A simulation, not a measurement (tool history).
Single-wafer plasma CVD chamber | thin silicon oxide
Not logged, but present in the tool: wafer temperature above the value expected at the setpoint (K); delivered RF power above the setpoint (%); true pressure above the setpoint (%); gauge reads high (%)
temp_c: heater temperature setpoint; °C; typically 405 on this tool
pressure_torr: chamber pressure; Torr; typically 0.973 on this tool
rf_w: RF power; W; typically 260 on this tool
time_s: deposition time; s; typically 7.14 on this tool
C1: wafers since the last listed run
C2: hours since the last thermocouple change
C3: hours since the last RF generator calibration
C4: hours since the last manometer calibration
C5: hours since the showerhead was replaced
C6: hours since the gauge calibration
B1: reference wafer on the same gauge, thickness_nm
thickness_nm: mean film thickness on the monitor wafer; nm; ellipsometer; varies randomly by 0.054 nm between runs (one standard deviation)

run 1 hour=0.0 | temp_c=405 pressure_torr=0.973 rf_w=225 time_s=7.14 | C1=0 C2=1763.5 C3=743.9 C4=2.7 C5=4923.3 C6=950.9 | B1=16.891 | thickness_nm=13.957
run 2 hour=34.3 | temp_c=405 pressure_torr=0.973 rf_w=225 time_s=7.14 | C1=1253 C2=1797.8 C3=778.2 C4=37.0 C5=4957.6 C6=985.2 | B1=16.929 | thickness_nm=13.942
-- hour=64.1 RF generator calibrated
run 3 hour=64.6 | temp_c=405 pressure_torr=1.032 rf_w=260 time_s=7.14 | C1=814 C2=1828.1 C3=0.5 C4=67.3 C5=4987.9 C6=1015.5 | B1=16.895 | thickness_nm=15.714
-- hour=71.6 gauge calibrated
run 4 hour=75.0 | temp_c=405 pressure_torr=1.032 rf_w=260 time_s=7.14 | C1=380 C2=1838.5 C3=10.9 C4=77.7 C5=4998.3 C6=3.4 | B1=16.908 | thickness_nm=15.714
run 5 hour=90.7 | temp_c=405 pressure_torr=0.973 rf_w=280 time_s=7.14 | C1=573 C2=1854.2 C3=26.6 C4=93.4 C5=5014.0 C6=19.1 | B1=16.871 | thickness_nm=15.678
run 6 hour=102.8 | temp_c=405 pressure_torr=0.973 rf_w=260 time_s=7.14 | C1=442 C2=1866.3 C3=38.7 C4=105.5 C5=5026.1 C6=31.2 | B1=16.880 | thickness_nm=15.120
run 7 hour=124.5 | temp_c=405 pressure_torr=0.973 rf_w=260 time_s=7.14 | C1=792 C2=1888.0 C3=60.4 C4=127.2 C5=5047.8 C6=52.9 | B1=16.901 | thickness_nm=15.036
run 8 hour=139.5 | temp_c=405 pressure_torr=1.070 rf_w=260 time_s=7.14 | C1=548 C2=1903.0 C3=75.4 C4=142.2 C5=5062.8 C6=67.9 | B1=16.903 | thickness_nm=16.130
run 9 hour=161.6 | temp_c=400 pressure_torr=0.817 rf_w=290 time_s=7.14 | C1=807 C2=1925.1 C3=97.5 C4=164.3 C5=5084.9 C6=90.0 | B1=16.901 | thickness_nm=13.833
run 10 hour=191.0 | temp_c=405 pressure_torr=0.973 rf_w=300 time_s=7.14 | C1=1074 C2=1954.5 C3=126.9 C4=193.7 C5=5114.3 C6=119.4 | B1=16.919 | thickness_nm=16.262
run 11 hour=213.5 | temp_c=405 pressure_torr=0.973 rf_w=210 time_s=7.14 | C1=822 C2=1977.0 C3=149.4 C4=216.2 C5=5136.8 C6=141.9 | B1=16.896 | thickness_nm=13.389
run 12 hour=248.9 | temp_c=419 pressure_torr=1.134 rf_w=295 time_s=7.66 | C1=1293 C2=2012.4 C3=184.8 C4=251.6 C5=5172.2 C6=177.3 | B1=16.887 | thickness_nm=19.043
-- hour=280.9 thermocouple changed; heater temperature recalibrated
run 13 hour=281.4 | temp_c=400 pressure_torr=0.851 rf_w=215 time_s=7.14 | C1=895 C2=0.5 C3=217.3 C4=284.1 C5=5204.7 C6=209.8 | B1=16.909 | thickness_nm=12.134
run 14 hour=297.1 | temp_c=399 pressure_torr=0.837 rf_w=240 time_s=7.14 | C1=573 C2=16.2 C3=233.0 C4=299.8 C5=5220.4 C6=225.5 | B1=16.926 | thickness_nm=12.841
run 15 hour=331.5 | temp_c=405 pressure_torr=0.973 rf_w=260 time_s=7.14 | C1=1256 C2=50.6 C3=267.4 C4=334.2 C5=5254.8 C6=259.9 | B1=16.901 | thickness_nm=15.106
-- hour=354.9 showerhead replaced
run 16 hour=355.4 | temp_c=418 pressure_torr=0.859 rf_w=260 time_s=7.56 | C1=580 C2=74.5 C3=291.3 C4=358.1 C5=0.5 C6=283.8 | B1=16.899 | thickness_nm=14.192
run 17 hour=374.9 | temp_c=397 pressure_torr=0.973 rf_w=230 time_s=7.14 | C1=712 C2=94.0 C3=310.8 C4=377.6 C5=20.0 C6=303.3 | B1=16.898 | thickness_nm=14.235
run 18 hour=393.7 | temp_c=405 pressure_torr=0.973 rf_w=230 time_s=7.14 | C1=686 C2=112.8 C3=329.6 C4=396.4 C5=38.8 C6=322.1 | B1=16.917 | thickness_nm=14.088
run 19 hour=407.3 | temp_c=405 pressure_torr=0.973 rf_w=285 time_s=7.14 | C1=496 C2=126.4 C3=343.2 C4=410.0 C5=52.4 C6=335.7 | B1=16.896 | thickness_nm=15.855
run 20 hour=438.0 | temp_c=405 pressure_torr=0.973 rf_w=260 time_s=7.14 | C1=1121 C2=157.1 C3=373.9 C4=440.7 C5=83.1 C6=366.4 | B1=16.925 | thickness_nm=15.077
run 21 hour=459.9 | temp_c=413 pressure_torr=0.973 rf_w=260 time_s=7.14 | C1=800 C2=179.0 C3=395.8 C4=462.6 C5=105.0 C6=388.3 | B1=16.895 | thickness_nm=14.967
run 22 hour=478.0 | temp_c=405 pressure_torr=0.973 rf_w=260 time_s=7.64 | C1=661 C2=197.1 C3=413.9 C4=480.7 C5=123.1 C6=406.4 | B1=16.881 | thickness_nm=16.169
run 23 hour=496.9 | temp_c=405 pressure_torr=0.973 rf_w=260 time_s=7.14 | C1=690 C2=216.0 C3=432.8 C4=499.6 C5=142.0 C6=425.3 | B1=16.887 | thickness_nm=15.093
run 24 hour=513.6 | temp_c=405 pressure_torr=0.973 rf_w=260 time_s=7.84 | C1=610 C2=232.7 C3=449.5 C4=516.3 C5=158.7 C6=442.0 | B1=16.911 | thickness_nm=16.568
run 25 hour=549.3 | temp_c=397 pressure_torr=0.973 rf_w=230 time_s=7.14 | C1=1304 C2=268.4 C3=485.2 C4=552.0 C5=194.4 C6=477.7 | B1=16.897 | thickness_nm=14.123
run 26 hour=585.2 | temp_c=405 pressure_torr=0.973 rf_w=215 time_s=7.14 | C1=1311 C2=304.3 C3=521.1 C4=587.9 C5=230.3 C6=513.6 | B1=16.875 | thickness_nm=13.563
run 27 hour=669.7 | temp_c=405 pressure_torr=0.838 rf_w=260 time_s=7.14 | C1=3087 C2=388.8 C3=605.6 C4=672.4 C5=314.8 C6=598.1 | B1=16.886 | thickness_nm=13.177

Estimate the outcome of run 28 from the log above:
run 28 hour=695.3 | temp_c=405 pressure_torr=0.761 rf_w=260 time_s=7.14 | C1=935 C2=414.4 C3=631.2 C4=698.0 C5=340.4 C6=623.7 | B1=? | thickness_nm=?

Run 28 produced B1 16.890, thickness_nm 12.119 nm.
Without the tool's hidden state the same run would have given thickness_nm 12.119 nm.
